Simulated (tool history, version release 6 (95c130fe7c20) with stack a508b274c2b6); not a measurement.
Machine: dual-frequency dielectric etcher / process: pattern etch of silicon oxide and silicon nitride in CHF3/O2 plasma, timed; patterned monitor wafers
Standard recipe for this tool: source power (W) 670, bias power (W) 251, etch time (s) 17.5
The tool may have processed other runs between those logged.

| run | hour | source power (W) | bias power (W) | etch time (s) | read-back reference wafer on the same gauge, depth_nm | mean etch depth across the wafer (Å) |
|---|---|---|---|---|---|---|
| 1 | 0 | 670 | 251 | 17.5 | 32.39 | 288.7 |
| 2 | 16.6 | 670 | 251 | 17.5 | 32.42 | 289.6 |
| 3 | 32.8 | 670 | 269 | 15 | 32.4 | 251.2 |
| 4 | 53.1 | 670 | 269 | 15 | 32.42 | 251.7 |
| 5 | 75.3 | 670 | 301 | 17.5 | 32.39 | 301.7 |
| 6 | 111.1 | 670 | 301 | 17.5 | 32.39 | 300 |
| 7 | 146.7 | 670 | 251 | 17.5 | 32.45 | 286.6 |
|  | 182.7 | upper electrode replaced |
| 8 | 183.2 | 670 | 251 | 17.5 | 32.42 | 283.2 |
| 9 | 192.6 | 670 | 251 | 17.5 | 32.42 | 286.6 |
|  | 227.7 | wet clean of the chamber |
| 10 | 228.2 | 670 | 251 | 17.5 | 32.4 | 294.6 |
| 11 | 230.5 | 670 | 251 | 17.5 | 32.4 | 295.5 |
|  | 247.1 | gauge calibrated |
| 12 | 248.5 | 670 | 251 | 17.5 | 32.44 | 296 |
| 13 | 262.2 | 570 | 251 | 17.5 | 32.38 | 279 |
| 14 | 274.6 | 670 | 209 | 15.5 | 32.44 | 248.1 |
| 15 | 289.9 | 670 | 220 | 14 | 32.37 | 226.5 |
| 16 | 323.1 | 670 | 251 | 13.5 | 32.39 | 226 |
|  | 342.8 | bias power generator calibrated |
| 17 | 345.4 | 830 | 285 | 19.5 | 32.37 | 361.6 |
| 18 | 373.5 | 510 | 251 | 14 | 32.42 | 215.5 |
| 19 | 398.1 | 510 | 279 | 13 | 32.37 | 204 |
|  | 414.3 | source power generator calibrated |
| 20 | 414.8 | 670 | 251 | 17.5 | 32.38 | 291.3 |
| 21 | 444.3 | 670 | 251 | 22 | 32.39 | 365.8 |
| 22 | 470.2 | 590 | 251 | 17.5 | 32.39 | 279.4 |
| 23 | 489.7 | 540 | 300 | 22 | 32.42 | 356.4 |
| 24 | 518.7 | 670 | 251 | 17.5 | 32.43 | 288.7 |
| 25 | 551.7 | 670 | 251 | 17.5 | 32.37 | 285.5 |
| 26 | 573.7 | 800 | 311 | 13.5 | 32.4 | 247.6 |
| 27 | 601.3 | 770 | 300 | 21.5 | 32.41 | 383.9 |
| 28 | 631.8 | 670 | 251 | 17.5 | 32.39 | 286.2 |
|  | 683.8 | wet clean of the chamber |
| 29 | 684.3 | 670 | 251 | 17.5 | 32.35 | 296.4 |

Forecast each of these 5 alternatives for the next run:
| A | 684.7 | 670 | 251 | 17.5 | ? | ? |
| B | 684.7 | 670 | 309 | 17.5 | ? | ? |
| C | 684.7 | 670 | 203 | 17.5 | ? | ? |
| D | 684.7 | 670 | 251 | 15 | ? | ? |
| E | 684.7 | 560 | 229 | 20 | ? | ? |

| run | read-back reference wafer on the same gauge, depth_nm | mean etch depth across the wafer (Å) |
|---|---|---|
| A | 32.36 | 298.4 |
| B | 32.36 | 313.9 |
| C | 32.36 | 284.7 |
| D | 32.36 | 255.8 |
| E | 32.36 | 315.7 |
Had the tool no hidden state, the same runs would have come out as:
| run | mean etch depth across the wafer (Å) |
|---|---|
| A | 297.3 |
| B | 312.7 |
| C | 283.6 |
| D | 254.8 |
| E | 314.6 |

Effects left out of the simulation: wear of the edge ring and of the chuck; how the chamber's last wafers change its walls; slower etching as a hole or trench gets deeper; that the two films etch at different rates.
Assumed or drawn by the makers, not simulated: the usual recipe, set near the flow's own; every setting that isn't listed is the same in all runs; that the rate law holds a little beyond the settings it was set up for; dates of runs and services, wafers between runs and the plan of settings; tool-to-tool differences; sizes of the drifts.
